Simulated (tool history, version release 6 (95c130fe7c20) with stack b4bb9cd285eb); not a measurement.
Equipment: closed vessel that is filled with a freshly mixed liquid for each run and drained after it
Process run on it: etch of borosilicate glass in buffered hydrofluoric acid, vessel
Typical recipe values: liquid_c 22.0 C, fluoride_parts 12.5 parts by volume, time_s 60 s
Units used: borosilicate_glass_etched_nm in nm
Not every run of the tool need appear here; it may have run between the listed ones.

run,hour,liquid_c,fluoride_parts,time_s,"read-back film thickness of the borosilicate glass reference wafer, read on the same gauge (nm)",borosilicate_glass_etched_nm
1,0.0,19.0,12.5,70,29.99,56.21
2,44.7,19.0,12.5,70,30.00,55.45
3,76.4,22.0,12.5,60,30.02,55.92
4,250.0,22.0,12.5,60,30.01,55.63
5,280.6,22.0,12.5,60,30.00,57.01
6,380.9,22.0,12.5,60,30.01,57.08
7,410.4,22.0,12.5,40,29.98,38.08
8,478.3,22.0,12.5,60,29.98,56.90
9,534.8,22.0,12.5,60,30.03,57.38
10,566.7,22.0,12.5,60,30.00,56.14
# hour 602.8: thermometer replaced
11,623.7,22.0,12.5,60,29.97,61.57
12,685.4,22.0,12.5,60,30.00,61.84
# hour 701.8: hydrofluoric acid flow meter replaced
13,710.9,22.0,12.5,60,29.98,61.26
14,780.4,22.0,12.5,60,30.00,62.39
15,829.2,18.5,9.0,60,29.99,68.09
16,866.7,22.0,12.5,60,29.98,62.58
17,900.3,19.5,12.5,60,30.00,54.28
18,930.1,24.0,11.0,75,29.98,98.12
19,992.6,17.0,10.0,50,30.00,49.88
# hour 1008.7: thermometer replaced, repeated, since the last time left the tool worse
20,1036.2,25.0,16.0,60,29.99,49.35
21,1064.5,22.0,12.5,60,30.01,51.48
# hour 1119.4: gauge calibrated
22,1124.4,27.0,12.5,60,30.00,68.80
23,1189.4,22.0,12.5,60,30.05,52.71
24,1230.7,25.0,17.0,85,30.00,64.94
25,1269.4,17.0,9.5,90,30.03,76.90
26,1321.9,24.0,11.0,75,30.00,83.63
27,1346.6,22.0,12.5,75,30.01,66.56
28,1370.7,22.0,10.0,30,30.04,33.06
29,1396.5,24.5,8.0,30,30.05,46.71
30,1445.4,22.0,12.5,90,29.99,79.27
31,1516.1,17.5,12.5,60,29.97,41.36

Measured less the same run without the tool's hidden state. The same run-to-run variation is in both; the gauge's scatter may not be:
Hidden state at play: liquid hotter than its thermometer reads (K); hydrofluoric acid flow below the setpoint (%); gauge reads high (%).
run,borosilicate_glass_etched_nm
1,+3.82
2,+3.82
3,+3.85
4,+4.14
5,+4.29
6,+4.47
7,+3.01
8,+4.62
9,+4.77
10,+4.73
11,+9.22
12,+9.34
13,+9.32
14,+9.60
15,+10.74
16,+9.79
17,+8.66
18,+15.35
19,+8.19
20,+0.47
21,+0.56
22,+0.87
23,+0.79
24,+1.03
25,+1.40
26,+1.59
27,+1.32
28,+0.69
29,+0.98
30,+1.83
31,+1.09

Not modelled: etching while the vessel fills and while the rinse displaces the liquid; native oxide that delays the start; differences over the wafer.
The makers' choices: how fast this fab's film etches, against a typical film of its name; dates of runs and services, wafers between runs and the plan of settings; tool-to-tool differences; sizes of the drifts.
